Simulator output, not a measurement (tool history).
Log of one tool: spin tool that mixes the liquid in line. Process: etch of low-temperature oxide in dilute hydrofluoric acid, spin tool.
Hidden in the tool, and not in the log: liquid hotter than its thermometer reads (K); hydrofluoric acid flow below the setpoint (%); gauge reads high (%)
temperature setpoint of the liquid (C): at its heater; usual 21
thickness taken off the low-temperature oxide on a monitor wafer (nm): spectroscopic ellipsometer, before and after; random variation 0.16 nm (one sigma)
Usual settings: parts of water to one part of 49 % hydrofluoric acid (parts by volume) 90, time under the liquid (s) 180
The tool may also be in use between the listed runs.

run	hour	temperature setpoint of the liquid (C)	parts of water to one part of 49 % hydrofluoric acid (parts by volume)	time under the liquid (s)	wafers since the last listed run	hours since the thermometer was replaced	hours since the hydrofluoric acid flow meter was replaced	hours since the gauge calibration	read-back film thickness of the low-temperature oxide reference wafer, read on the same gauge (nm)	thickness taken off the low-temperature oxide on a monitor wafer (nm)
1	0	21	90	205	0	474	194.9	291.3	29.99	19.69
2	39.8	24.5	90	140	371	513.8	234.7	331.1	29.99	15.4
3	72.9	24.5	90	140	309	546.9	267.8	364.2	30.02	15.45
4	127.8	24.5	90	140	512	601.8	322.7	419.1	30.02	15.23
5	175.7	21	70	180	447	649.7	370.6	467	30	22.44
6	220.5	21	70	180	418	694.5	415.4	511.8	30	21.99
7	353.5	21	90	260	1242	827.5	548.4	644.8	30.02	23.39
# hour 370.9: hydrofluoric acid flow meter replaced
8	379.6	21	90	180	234	853.6	8.7	670.9	30	18.21
9	439.4	21	90	180	558	913.4	68.5	730.7	30	17.98
10	473.3	21	90	180	316	947.3	102.4	764.6	30	18.04
11	503.3	21	90	180	280	977.3	132.4	794.6	29.98	17.73
# hour 557.6: thermometer replaced
12	560.4	21	90	180	524	2.8	189.5	851.7	29.98	17.64
13	625.1	23	90	180	604	67.5	254.2	916.4	30.02	18.68
14	651.8	17	90	180	249	94.2	280.9	943.1	30.02	14.7
15	679.2	25	90	110	255	121.6	308.3	970.5	29.97	12.49
16	716.5	21	90	180	348	158.9	345.6	1007.8	29.99	17.01
# hour 732.5: gauge calibrated
17	775.9	21	100	135	554	218.3	405	43.4	29.98	11.47
18	845.7	21	90	180	651	288.1	474.8	113.2	30.02	16.99
19	871.6	24	70	265	241	314	500.7	139.1	30.02	36.33
# hour 1014.7: hydrofluoric acid flow meter replaced
20	1026.7	21	130	245	1439	469.1	12	294.2	29.98	16.33
21	1093.4	21	90	180	623	535.8	78.7	360.9	30	18.01
22	1133.8	19	135	180	377	576.2	119.1	401.3	30.01	10.34
23	1176.2	21	130	120	396	618.6	161.5	443.7	29.99	7.81
24	1221.5	21	90	180	423	663.9	206.8	489	29.96	17.5

3 ways to go on from here, each from the tool as it stands after run 24. What would each give?
A	1222	21	90	180	4	664.4	207.3	489.5	?	?
B	1222	25	60	255	4	664.4	207.3	489.5	?	?
C	1222	21	90	235	4	664.4	207.3	489.5	?	?

run	read-back film thickness of the low-temperature oxide reference wafer, read on the same gauge (nm)	thickness taken off the low-temperature oxide on a monitor wafer (nm)
A	30	17.3
B	30	44.96
C	30	22.59
Without the tool's hidden state the same runs would have given:
run	thickness taken off the low-temperature oxide on a monitor wafer (nm)
A	18.03
B	46.82
C	23.54
